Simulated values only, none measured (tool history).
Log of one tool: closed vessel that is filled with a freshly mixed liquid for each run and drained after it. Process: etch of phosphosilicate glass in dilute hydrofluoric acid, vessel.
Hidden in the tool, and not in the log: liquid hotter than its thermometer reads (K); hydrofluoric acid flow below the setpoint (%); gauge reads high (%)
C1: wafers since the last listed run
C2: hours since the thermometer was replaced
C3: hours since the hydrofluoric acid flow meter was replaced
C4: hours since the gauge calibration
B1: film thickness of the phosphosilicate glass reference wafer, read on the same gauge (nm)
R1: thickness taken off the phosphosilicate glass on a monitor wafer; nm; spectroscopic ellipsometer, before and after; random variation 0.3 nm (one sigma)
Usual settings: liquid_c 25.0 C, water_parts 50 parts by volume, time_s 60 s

{"run": 1, "day": 0.0, "liquid_c": 25.0, "water_parts": 50, "time_s": 60, "C1": 0, "C2": 1007.2, "C3": 892.8, "C4": 252.7, "B1": 30.03, "R1": 82.03}
{"run": 2, "day": 6.975, "liquid_c": 25.0, "water_parts": 50, "time_s": 60, "C1": 19240, "C2": 1174.6, "C3": 1060.2, "C4": 420.1, "B1": 30.01, "R1": 82.66}
{"run": 3, "day": 8.896, "liquid_c": 25.0, "water_parts": 50, "time_s": 60, "C1": 5298, "C2": 1220.7, "C3": 1106.3, "C4": 466.2, "B1": 30.0, "R1": 82.59}
{"run": 4, "day": 11.188, "liquid_c": 25.0, "water_parts": 50, "time_s": 60, "C1": 6321, "C2": 1275.7, "C3": 1161.3, "C4": 521.2, "B1": 30.01, "R1": 83.02}
{"run": 5, "day": 13.542, "liquid_c": 25.0, "water_parts": 50, "time_s": 60, "C1": 6493, "C2": 1332.2, "C3": 1217.8, "C4": 577.7, "B1": 29.98, "R1": 83.24}
{"run": 6, "day": 17.688, "liquid_c": 29.0, "water_parts": 50, "time_s": 40, "C1": 11436, "C2": 1431.7, "C3": 1317.3, "C4": 677.2, "B1": 30.0, "R1": 65.29}
{"run": 7, "day": 21.975, "liquid_c": 25.0, "water_parts": 50, "time_s": 60, "C1": 11826, "C2": 1534.6, "C3": 1420.2, "C4": 780.1, "B1": 30.06, "R1": 83.2}
{"run": 8, "day": 24.738, "liquid_c": 29.0, "water_parts": 60, "time_s": 30, "C1": 7620, "C2": 1600.9, "C3": 1486.5, "C4": 846.4, "B1": 29.98, "R1": 40.29}
{"run": 9, "day": 27.846, "liquid_c": 25.0, "water_parts": 25, "time_s": 85, "C1": 8574, "C2": 1675.5, "C3": 1561.1, "C4": 921.0, "B1": 30.0, "R1": 245.52}
{"day": 28.75, "done": "gauge calibrated"}
{"run": 10, "day": 30.225, "liquid_c": 25.0, "water_parts": 50, "time_s": 60, "C1": 6562, "C2": 1732.6, "C3": 1618.2, "C4": 35.4, "B1": 29.95, "R1": 83.68}
{"day": 30.442, "done": "hydrofluoric acid flow meter replaced"}
{"day": 32.354, "done": "thermometer replaced"}
{"run": 11, "day": 34.067, "liquid_c": 26.5, "water_parts": 60, "time_s": 90, "C1": 10367, "C2": 41.1, "C3": 87.0, "C4": 127.6, "B1": 30.02, "R1": 105.36}
{"run": 12, "day": 36.742, "liquid_c": 25.0, "water_parts": 55, "time_s": 60, "C1": 7378, "C2": 105.3, "C3": 151.2, "C4": 191.8, "B1": 29.96, "R1": 72.86}
{"run": 13, "day": 38.683, "liquid_c": 25.0, "water_parts": 50, "time_s": 60, "C1": 5356, "C2": 151.9, "C3": 197.8, "C4": 238.4, "B1": 30.01, "R1": 80.46}
{"run": 14, "day": 42.117, "liquid_c": 23.0, "water_parts": 30, "time_s": 60, "C1": 9470, "C2": 234.3, "C3": 280.2, "C4": 320.8, "B1": 30.01, "R1": 126.55}
{"run": 15, "day": 44.329, "liquid_c": 25.0, "water_parts": 25, "time_s": 60, "C1": 6103, "C2": 287.4, "C3": 333.3, "C4": 373.9, "B1": 30.03, "R1": 167.26}

Forecast each of these 4 alternatives for the next run:
{"run": "A", "day": 44.358, "liquid_c": 25.0, "water_parts": 50, "time_s": 60, "C1": 80, "C2": 288.1, "C3": 334.0, "C4": 374.6, "B1": "?", "R1": "?"}
{"run": "B", "day": 44.358, "liquid_c": 21.0, "water_parts": 50, "time_s": 80, "C1": 80, "C2": 288.1, "C3": 334.0, "C4": 374.6, "B1": "?", "R1": "?"}
{"run": "C", "day": 44.358, "liquid_c": 30.0, "water_parts": 65, "time_s": 85, "C1": 80, "C2": 288.1, "C3": 334.0, "C4": 374.6, "B1": "?", "R1": "?"}
{"run": "D", "day": 44.358, "liquid_c": 27.5, "water_parts": 50, "time_s": 60, "C1": 80, "C2": 288.1, "C3": 334.0, "C4": 374.6, "B1": "?", "R1": "?"}

run=A B1=29.99 R1=80.33
run=B B1=29.99 R1=90.77
run=C B1=29.99 R1=104.46
run=D B1=29.99 R1=88.85
Without the tool's hidden state the same runs would have given:
run=A R1=79.39
run=B R1=89.67
run=C R1=103.30
run=D R1=87.83
